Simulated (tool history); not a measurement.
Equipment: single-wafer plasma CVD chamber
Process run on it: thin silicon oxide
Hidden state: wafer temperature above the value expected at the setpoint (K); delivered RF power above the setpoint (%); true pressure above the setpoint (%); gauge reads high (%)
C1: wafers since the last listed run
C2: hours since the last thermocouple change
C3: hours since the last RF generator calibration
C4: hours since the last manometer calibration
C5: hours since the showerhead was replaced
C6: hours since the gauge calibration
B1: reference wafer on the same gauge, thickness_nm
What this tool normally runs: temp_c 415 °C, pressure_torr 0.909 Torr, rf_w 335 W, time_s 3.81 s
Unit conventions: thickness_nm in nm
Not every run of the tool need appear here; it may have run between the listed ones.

{"run": 1, "hour": 0.0, "temp_c": 415, "pressure_torr": 0.909, "rf_w": 335, "time_s": 3.81, "C1": 0, "C2": 2763.7, "C3": 1318.1, "C4": 1654.3, "C5": 7558.7, "C6": 117.4, "B1": 6.621, "thickness_nm": 8.245}
{"run": 2, "hour": 14.6, "temp_c": 415, "pressure_torr": 0.909, "rf_w": 335, "time_s": 3.81, "C1": 332, "C2": 2778.3, "C3": 1332.7, "C4": 1668.9, "C5": 7573.3, "C6": 132.0, "B1": 6.606, "thickness_nm": 8.266}
{"run": 3, "hour": 24.9, "temp_c": 415, "pressure_torr": 0.909, "rf_w": 305, "time_s": 3.81, "C1": 234, "C2": 2788.6, "C3": 1343.0, "C4": 1679.2, "C5": 7583.6, "C6": 142.3, "B1": 6.616, "thickness_nm": 7.932}
{"run": 4, "hour": 35.8, "temp_c": 415, "pressure_torr": 0.909, "rf_w": 305, "time_s": 3.81, "C1": 248, "C2": 2799.5, "C3": 1353.9, "C4": 1690.1, "C5": 7594.5, "C6": 153.2, "B1": 6.604, "thickness_nm": 8.033}
{"run": 5, "hour": 50.6, "temp_c": 415, "pressure_torr": 0.909, "rf_w": 335, "time_s": 3.81, "C1": 336, "C2": 2814.3, "C3": 1368.7, "C4": 1704.9, "C5": 7609.3, "C6": 168.0, "B1": 6.609, "thickness_nm": 8.248}
{"run": 6, "hour": 61.0, "temp_c": 415, "pressure_torr": 0.909, "rf_w": 335, "time_s": 3.81, "C1": 236, "C2": 2824.7, "C3": 1379.1, "C4": 1715.3, "C5": 7619.7, "C6": 178.4, "B1": 6.615, "thickness_nm": 8.202}
{"run": 7, "hour": 67.7, "temp_c": 415, "pressure_torr": 0.909, "rf_w": 335, "time_s": 3.81, "C1": 152, "C2": 2831.4, "C3": 1385.8, "C4": 1722.0, "C5": 7626.4, "C6": 185.1, "B1": 6.606, "thickness_nm": 8.178}
{"run": 8, "hour": 81.6, "temp_c": 421, "pressure_torr": 0.909, "rf_w": 335, "time_s": 3.81, "C1": 316, "C2": 2845.3, "C3": 1399.7, "C4": 1735.9, "C5": 7640.3, "C6": 199.0, "B1": 6.596, "thickness_nm": 8.234}
{"run": 9, "hour": 93.3, "temp_c": 428, "pressure_torr": 0.741, "rf_w": 335, "time_s": 3.81, "C1": 266, "C2": 2857.0, "C3": 1411.4, "C4": 1747.6, "C5": 7652.0, "C6": 210.7, "B1": 6.607, "thickness_nm": 7.46}
{"run": 10, "hour": 105.4, "temp_c": 408, "pressure_torr": 0.909, "rf_w": 335, "time_s": 4.32, "C1": 275, "C2": 2869.1, "C3": 1423.5, "C4": 1759.7, "C5": 7664.1, "C6": 222.8, "B1": 6.612, "thickness_nm": 9.387}
{"hour": 117.5, "done": "RF generator calibrated"}
{"hour": 122.0, "done": "showerhead replaced"}
{"hour": 123.4, "done": "gauge calibrated"}
{"hour": 128.0, "done": "thermocouple changed; heater temperature recalibrated"}
{"hour": 131.3, "done": "capacitance manometer re-zeroed and calibrated"}
{"run": 11, "hour": 131.8, "temp_c": 425, "pressure_torr": 0.817, "rf_w": 335, "time_s": 3.14, "C1": 104, "C2": 3.8, "C3": 14.3, "C4": 0.5, "C5": 9.8, "C6": 8.4, "B1": 6.606, "thickness_nm": 6.419}
{"run": 12, "hour": 132.1, "temp_c": 410, "pressure_torr": 0.799, "rf_w": 355, "time_s": 3.57, "C1": 6, "C2": 4.1, "C3": 14.6, "C4": 0.8, "C5": 10.1, "C6": 8.7, "B1": 6.608, "thickness_nm": 7.39}
{"run": 13, "hour": 142.3, "temp_c": 415, "pressure_torr": 0.909, "rf_w": 335, "time_s": 3.81, "C1": 232, "C2": 14.3, "C3": 24.8, "C4": 11.0, "C5": 20.3, "C6": 18.9, "B1": 6.611, "thickness_nm": 8.249}
{"run": 14, "hour": 159.6, "temp_c": 415, "pressure_torr": 0.909, "rf_w": 305, "time_s": 3.81, "C1": 393, "C2": 31.6, "C3": 42.1, "C4": 28.3, "C5": 37.6, "C6": 36.2, "B1": 6.605, "thickness_nm": 7.949}
{"run": 15, "hour": 175.6, "temp_c": 415, "pressure_torr": 0.909, "rf_w": 335, "time_s": 3.81, "C1": 364, "C2": 47.6, "C3": 58.1, "C4": 44.3, "C5": 53.6, "C6": 52.2, "B1": 6.614, "thickness_nm": 8.272}
{"run": 16, "hour": 215.3, "temp_c": 403, "pressure_torr": 0.909, "rf_w": 335, "time_s": 3.81, "C1": 903, "C2": 87.3, "C3": 97.8, "C4": 84.0, "C5": 93.3, "C6": 91.9, "B1": 6.605, "thickness_nm": 8.304}
{"run": 17, "hour": 225.3, "temp_c": 415, "pressure_torr": 0.909, "rf_w": 335, "time_s": 3.3, "C1": 227, "C2": 97.3, "C3": 107.8, "C4": 94.0, "C5": 103.3, "C6": 101.9, "B1": 6.615, "thickness_nm": 7.147}

Branching from run 17: 4 alternative next runs. What would each branch give?
{"run": "A", "hour": 225.7, "temp_c": 415, "pressure_torr": 0.909, "rf_w": 315, "time_s": 3.81, "C1": 9, "C2": 97.7, "C3": 108.2, "C4": 94.4, "C5": 103.7, "C6": 102.3, "B1": "?", "thickness_nm": "?"}
{"run": "B", "hour": 225.7, "temp_c": 404, "pressure_torr": 0.807, "rf_w": 335, "time_s": 4.13, "C1": 9, "C2": 97.7, "C3": 108.2, "C4": 94.4, "C5": 103.7, "C6": 102.3, "B1": "?", "thickness_nm": "?"}
{"run": "C", "hour": 225.7, "temp_c": 415, "pressure_torr": 1.108, "rf_w": 365, "time_s": 3.81, "C1": 9, "C2": 97.7, "C3": 108.2, "C4": 94.4, "C5": 103.7, "C6": 102.3, "B1": "?", "thickness_nm": "?"}
{"run": "D", "hour": 225.7, "temp_c": 415, "pressure_torr": 0.909, "rf_w": 310, "time_s": 3.48, "C1": 9, "C2": 97.7, "C3": 108.2, "C4": 94.4, "C5": 103.7, "C6": 102.3, "B1": "?", "thickness_nm": "?"}

run=A B1=6.611 thickness_nm=8.029
run=B B1=6.611 thickness_nm=8.460
run=C B1=6.611 thickness_nm=9.271
run=D B1=6.611 thickness_nm=7.293
Without the tool's unlogged condition, the same runs would have read:
run=A thickness_nm=8.029
run=B thickness_nm=8.460
run=C thickness_nm=9.271
run=D thickness_nm=7.293
